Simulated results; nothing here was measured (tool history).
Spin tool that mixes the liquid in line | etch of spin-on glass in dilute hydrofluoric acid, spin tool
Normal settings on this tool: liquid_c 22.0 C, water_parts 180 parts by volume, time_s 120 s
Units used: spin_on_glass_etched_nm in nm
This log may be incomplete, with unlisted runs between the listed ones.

run	day	liquid_c	water_parts	time_s	read-back film thickness of the spin-on glass reference wafer, read on the same gauge (nm)	spin_on_glass_etched_nm
1	0.000	22.0	180	120	112.39	28.37
2	2.712	22.0	180	120	112.63	29.41
3	4.388	22.0	180	145	112.80	34.83
4	14.738	22.0	180	145	114.01	35.03
5	18.662	19.5	180	120	114.59	26.46
6	22.554	22.0	180	120	115.13	29.31
# day 26.808: thermometer replaced
7	26.871	22.0	180	120	115.89	29.53
8	31.125	21.0	180	120	116.63	28.86
# day 35.342: gauge calibrated
9	35.367	21.0	180	120	108.95	26.81
# day 37.325: hydrofluoric acid flow meter replaced
10	37.467	21.0	180	120	108.95	26.56
11	41.129	24.5	145	100	109.00	33.08
12	44.271	24.0	180	120	109.05	30.20
13	48.304	26.5	180	60	109.18	16.51
14	51.596	22.0	180	120	109.37	27.88
15	54.858	26.0	180	120	109.53	32.87
16	56.533	18.5	180	120	109.65	24.16
17	59.092	26.0	210	160	109.82	36.14
18	62.075	17.5	180	120	110.07	23.67

Forecast run 19:
19	63.729	26.5	180	70	?	?

Run 19 gave read-back film thickness of the spin-on glass reference wafer, read on the same gauge (nm) 110.20, spin_on_glass_etched_nm 19.36 nm.
Had the tool carried no hidden state, the very same run would have given spin_on_glass_etched_nm 19.32 nm.
